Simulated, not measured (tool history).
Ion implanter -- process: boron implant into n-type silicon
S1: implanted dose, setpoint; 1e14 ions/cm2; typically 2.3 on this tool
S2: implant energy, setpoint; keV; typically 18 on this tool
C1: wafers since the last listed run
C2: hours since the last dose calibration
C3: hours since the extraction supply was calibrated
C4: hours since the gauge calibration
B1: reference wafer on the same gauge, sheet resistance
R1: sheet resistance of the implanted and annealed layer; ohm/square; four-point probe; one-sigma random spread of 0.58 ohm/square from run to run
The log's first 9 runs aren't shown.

run,hour,S1,S2,C1,C2,C3,C4,B1,R1
10,238.5,2.3,18,284,1145.6,5748,287.5,406.15,392.67
# hour 247.9: Faraday cup replaced and dose calibrated
11,255.1,2.3,18,123,7.2,5764.6,304.1,406.08,387.21
# hour 282.7: extraction supply calibrated
12,290.3,2.3,18,389,42.4,7.6,339.3,406.22,386.58
13,318.8,2.3,18,408,70.9,36.1,367.8,406.08,387.95
14,342.7,2.3,18,342,94.8,60,391.7,405.87,387.42
15,363.8,2.3,18,302,115.9,81.1,412.8,406.16,386.84
# hour 369.5: gauge calibrated
16,386.1,2.3,18,319,138.2,103.4,16.6,406.15,386.91
17,403.7,1.84,23,251,155.8,121,34.2,405.86,451.85
18,419.1,2,20,220,171.2,136.4,49.6,405.87,429.09
19,442.6,2.3,16,336,194.7,159.9,73.1,405.99,392.87
20,459.8,2.03,23,246,211.9,177.1,90.3,405.78,417.77
21,479.2,2.97,24,277,231.3,196.5,109.7,406.04,305.34
22,502.2,2.3,18,329,254.3,219.5,132.7,405.76,389.09
23,532.6,2.5,22.5,435,284.7,249.9,163.1,405.93,352.87
24,545.7,2.3,19.5,187,297.8,263,176.2,406,384.32
25,573.8,2.3,18,402,325.9,291.1,204.3,405.82,388.49
26,596,2.3,18,317,348.1,313.3,226.5,406.12,387.42
27,620,2,22.5,343,372.1,337.3,250.5,406.2,424.68
28,645,2.97,22.5,357,397.1,362.3,275.5,406.31,308.36
29,671.3,2.3,21.5,376,423.4,388.6,301.8,405.78,380.82
30,697.9,2.3,20,380,450,415.2,328.4,406.16,384.24
31,710.5,2,20,180,462.6,427.8,341,406.21,430.44
32,733.5,2.83,22.5,329,485.6,450.8,364,405.86,319.99
33,755.8,1.81,13,319,507.9,473.1,386.3,405.98,494.87

5 options for the next run, each taken on its own from the tool as it stands now. Forecast them:
A,756.2,2.79,18,5,508.3,473.5,386.7,?,?
B,756.2,2.53,18,5,508.3,473.5,386.7,?,?
C,756.2,2.62,18,5,508.3,473.5,386.7,?,?
D,756.2,2.3,23,5,508.3,473.5,386.7,?,?
E,756.2,2.92,16.5,5,508.3,473.5,386.7,?,?

run,B1,R1
A,406.02,331.99
B,406.02,359.87
C,406.02,349.64
D,406.02,378.47
E,406.02,322.94
Had the tool no hidden state, the same runs would have come out as:
run,R1
A,330.15
B,357.87
C,347.7
D,376.39
E,321.15
